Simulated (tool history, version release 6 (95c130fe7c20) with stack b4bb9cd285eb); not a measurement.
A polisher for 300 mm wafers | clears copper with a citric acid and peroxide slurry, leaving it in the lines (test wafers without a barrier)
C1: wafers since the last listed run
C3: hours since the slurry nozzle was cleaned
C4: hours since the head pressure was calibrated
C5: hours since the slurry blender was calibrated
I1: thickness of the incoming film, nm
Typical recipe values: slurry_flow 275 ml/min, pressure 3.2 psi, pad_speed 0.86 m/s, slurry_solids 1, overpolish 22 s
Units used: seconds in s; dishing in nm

Run 1, hour 0: usual settings; C1 0; wafers polished on this pad 1141; C3 430.2; C4 647.9; C5 39.8; I1 170.3. Result: seconds 94.7 s, dishing 28.7 nm.
Run 2, hour 22.7: usual settings but pad_speed 0.98 m/s; C1 269; wafers polished on this pad 1410; C3 452.9; C4 670.6; C5 62.5; I1 169. Result: seconds 82.4 s, dishing 33.7 nm.
Run 3, hour 44.7: usual settings but slurry_flow 330 ml/min, pad_speed 0.76 m/s; C1 260; wafers polished on this pad 1671; C3 474.9; C4 692.6; C5 84.5; I1 168.2. Result: seconds 104.3 s, dishing 26.8 nm.
Run 4, hour 72.4: usual settings; C1 328; wafers polished on this pad 1999; C3 502.6; C4 720.3; C5 112.2; I1 169.1. Result: seconds 96.9 s, dishing 30.1 nm.
Run 5, hour 101.7: usual settings; C1 347; wafers polished on this pad 2347; C3 531.9; C4 749.6; C5 141.5; I1 170.6. Result: seconds 95.7 s, dishing 30.6 nm.
At hour 116.3: worn pad replaced by a new one.
At hour 123: head pressure recalibrated.
Run 6, hour 157: usual settings but slurry_solids 1.2, overpolish 19 s; C1 584; wafers polished on this pad 459; C3 587.2; C4 34; C5 196.8; I1 170.9. Result: seconds 86.1 s, dishing 29.3 nm.
At hour 168.2: slurry blender recalibrated.
Run 7, hour 192: usual settings but slurry_solids 1.2, overpolish 19 s; C1 391; wafers polished on this pad 850; C3 622.2; C4 69; C5 23.8; I1 171.8. Result: seconds 89.6 s, dishing 28.2 nm.
Run 8, hour 213.2: usual settings but slurry_solids 1.2, overpolish 19 s; C1 251; wafers polished on this pad 1101; C3 643.4; C4 90.2; C5 45; I1 173.4. Result: seconds 94 s, dishing 28.3 nm.
Run 9, hour 230.6: usual settings but pad_speed 0.78 m/s, overpolish 18 s; C1 206; wafers polished on this pad 1308; C3 660.8; C4 107.6; C5 62.4; I1 167. Result: seconds 100.8 s, dishing 23.9 nm.
Run 10, hour 263: usual settings but pad_speed 0.78 m/s, overpolish 18 s; C1 384; wafers polished on this pad 1692; C3 693.2; C4 140; C5 94.8; I1 168. Result: seconds 99.3 s, dishing 23.5 nm.
Run 11, hour 296.9: usual settings but pressure 3.5 psi, pad_speed 0.58 m/s, overpolish 34 s; C1 401; wafers polished on this pad 2093; C3 727.1; C4 173.9; C5 128.7; I1 170. Result: seconds 119.2 s, dishing 35.2 nm.
At hour 326.2: worn pad replaced by a new one.
Run 12, hour 328.4: usual settings but slurry_flow 335 ml/min, pad_speed 1 m/s, slurry_solids 1.25; C1 325; wafers polished on this pad 25; C3 758.6; C4 205.4; C5 160.2; I1 173.3. Result: seconds 69.9 s, dishing 41.9 nm.
At hour 366.1: slurry nozzle cleaned.
Run 13, hour 370.5: usual settings but slurry_solids 0.9; C1 487; wafers polished on this pad 512; C3 4.4; C4 247.5; C5 202.3; I1 171.5. Result: seconds 92.9 s, dishing 32.1 nm.
At hour 392.6: slurry blender recalibrated.
Run 14, hour 405.9: usual settings; C1 395; wafers polished on this pad 908; C3 39.8; C4 282.9; C5 13.3; I1 171.1. Result: seconds 91.6 s, dishing 31.7 nm.
Run 15, hour 439: usual settings but slurry_flow 200 ml/min, pressure 2.7 psi, pad_speed 0.76 m/s; C1 392; wafers polished on this pad 1301; C3 72.9; C4 316; C5 46.4; I1 169.9. Result: seconds 120.5 s, dishing 24.1 nm.
Run 16, hour 471.5: usual settings but slurry_flow 320 ml/min, pad_speed 1.12 m/s, slurry_solids 1.1; C1 385; wafers polished on this pad 1686; C3 105.4; C4 348.5; C5 78.9; I1 171.8. Result: seconds 73.7 s, dishing 41 nm.
Run 17, hour 499.4: usual settings; C1 330; wafers polished on this pad 2017; C3 133.3; C4 376.4; C5 106.8; I1 168.2. Result: seconds 92.2 s, dishing 30.1 nm.
At hour 528.1: worn pad replaced by a new one.
Run 18, hour 531.1: usual settings but pad_speed 1.16 m/s; C1 328; wafers polished on this pad 35; C3 165; C4 408.1; C5 138.5; I1 168.3. Result: seconds 63.6 s, dishing 42.2 nm.
Run 19, hour 558.3: usual settings; C1 322; wafers polished on this pad 357; C3 192.2; C4 435.3; C5 165.7; I1 167.2. Result: seconds 83.9 s, dishing 31.8 nm.
Run 20, hour 583.5: usual settings but slurry_flow 250 ml/min, pad_speed 0.64 m/s, slurry_solids 0.75; C1 298; wafers polished on this pad 656; C3 217.4; C4 460.5; C5 190.9; I1 171.2. Result: seconds 125.3 s, dishing 23.4 nm.
At hour 599.6: slurry blender recalibrated.
Run 21, hour 604.9: usual settings; C1 229; wafers polished on this pad 886; C3 238.8; C4 481.9; C5 5.3; I1 170.5. Result: seconds 89.3 s, dishing 30.4 nm.
Run 22, hour 637.8: usual settings but overpolish 16 s; C1 390; wafers polished on this pad 1276; C3 271.7; C4 514.8; C5 38.2; I1 171.1. Result: seconds 94.3 s, dishing 22.6 nm.
Run 23, hour 654: usual settings but slurry_solids 1.25, overpolish 11 s; C1 192; wafers polished on this pad 1468; C3 287.9; C4 531; C5 54.4; I1 169.8. Result: seconds 90 s, dishing 17.1 nm.
Run 24, hour 686.3: usual settings but overpolish 15 s; C1 382; wafers polished on this pad 1851; C3 320.2; C4 563.3; C5 86.7; I1 169.1. Result: seconds 93.5 s, dishing 20.2 nm.
Run 25, hour 713.3: usual settings but pressure 2.2 psi, pad_speed 1 m/s, slurry_solids 1.2; C1 320; wafers polished on this pad 2171; C3 347.2; C4 590.3; C5 113.7; I1 167.8. Result: seconds 108 s, dishing 24.8 nm.
At hour 729.2: worn pad replaced by a new one.
Run 26, hour 733.4: usual settings but pad_speed 0.72 m/s; C1 190; wafers polished on this pad 49; C3 367.3; C4 610.4; C5 133.8; I1 172.2. Result: seconds 98.8 s, dishing 30.2 nm.
Run 27, hour 754.6: usual settings; C1 251; wafers polished on this pad 301; C3 388.5; C4 631.6; C5 155; I1 172.9. Result: seconds 90.5 s, dishing 32 nm.
Run 28, hour 781.6: usual settings but pad_speed 1.04 m/s, slurry_solids 1.2; C1 320; wafers polished on this pad 621; C3 415.5; C4 658.6; C5 182; I1 171. Result: seconds 71.7 s, dishing 39.1 nm.

Consider 4 possible next runs. They are alternatives, not a sequence: every one starts from the tool as it was left by run 28. What does each give?
Run A, hour 782: usual settings; C1 4; wafers polished on this pad 625; C3 415.9; C4 659; C5 182.4; I1 169.4. Result: seconds ?, dishing ?.
Run B, hour 782: usual settings but slurry_flow 345 ml/min; C1 4; wafers polished on this pad 625; C3 415.9; C4 659; C5 182.4; I1 169.4. Result: seconds ?, dishing ?.
Run C, hour 782: usual settings but slurry_flow 235 ml/min; C1 4; wafers polished on this pad 625; C3 415.9; C4 659; C5 182.4; I1 169.4. Result: seconds ?, dishing ?.
Run D, hour 782: usual settings but slurry_flow 200 ml/min, pad_speed 0.72 m/s; C1 4; wafers polished on this pad 625; C3 415.9; C4 659; C5 182.4; I1 169.4. Result: seconds ?, dishing ?.

run  seconds  dishing
  A     91.3     31.8
  B     90.1     32.2
  C     92.3     31.5
  D    108.6     27.1
What these runs would have given with no unlogged condition in the tool:
run  seconds  dishing
  A       84     34.4
  B     82.8     34.8
  C     84.8     34.1
  D     99.8     29.4
